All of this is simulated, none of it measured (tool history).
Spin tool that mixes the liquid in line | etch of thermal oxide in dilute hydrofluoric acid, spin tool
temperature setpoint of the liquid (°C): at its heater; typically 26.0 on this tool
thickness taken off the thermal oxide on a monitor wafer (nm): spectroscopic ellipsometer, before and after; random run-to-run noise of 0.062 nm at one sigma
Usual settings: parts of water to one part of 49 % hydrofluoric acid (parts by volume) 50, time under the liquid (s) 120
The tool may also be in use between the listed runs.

run	hour	temperature setpoint of the liquid (°C)	parts of water to one part of 49 % hydrofluoric acid (parts by volume)	time under the liquid (s)	wafers since the last listed run	hours since the thermometer was replaced	hours since the hydrofluoric acid flow meter was replaced	hours since the gauge calibration	read-back film thickness of the thermal oxide reference wafer, read on the same gauge (nm)	thickness taken off the thermal oxide on a monitor wafer (nm)
1	0.0	26.0	50	120	0	1671.4	798.2	794.1	130.02	12.96
2	57.7	27.5	30	120	575	1729.1	855.9	851.8	129.98	23.71
3	118.1	27.5	30	120	602	1789.5	916.3	912.2	129.95	23.74
4	181.2	26.0	50	120	629	1852.6	979.4	975.3	130.06	13.04
5	249.8	26.0	50	120	684	1921.2	1048.0	1043.9	129.98	12.95
6	349.7	26.0	35	120	997	2021.1	1147.9	1143.8	130.01	19.21
# hour 357.4: gauge calibrated
# hour 539.9: hydrofluoric acid flow meter replaced
7	547.1	26.0	35	120	1960	2218.5	7.2	189.7	130.03	19.11
8	648.0	29.5	50	120	1007	2319.4	108.1	290.6	129.98	15.03
9	715.7	28.0	30	55	675	2387.1	175.8	358.3	129.97	11.17
10	762.2	26.0	60	120	464	2433.6	222.3	404.8	130.03	10.80
# hour 846.1: thermometer replaced
11	862.1	29.5	60	180	987	16.0	322.2	504.7	130.04	17.77
12	944.5	27.5	70	175	822	98.4	404.6	587.1	129.98	13.47
13	1022.8	27.5	30	120	781	176.7	482.9	665.4	129.96	22.86
14	1068.1	26.0	50	120	452	222.0	528.2	710.7	129.99	12.49

What the log doesn't show, run by run:
hydrofluoric acid flow below the setpoint (%): 0 across all the runs
gauge reads high (%): 0 across all the runs
H1: liquid hotter than its thermometer reads (K)
run	H1
1	0.981
2	1.01
3	1.04
4	1.07
5	1.11
6	1.15
7	1.25
8	1.3
9	1.34
10	1.36
11	0.165
12	0.206
13	0.245
14	0.267

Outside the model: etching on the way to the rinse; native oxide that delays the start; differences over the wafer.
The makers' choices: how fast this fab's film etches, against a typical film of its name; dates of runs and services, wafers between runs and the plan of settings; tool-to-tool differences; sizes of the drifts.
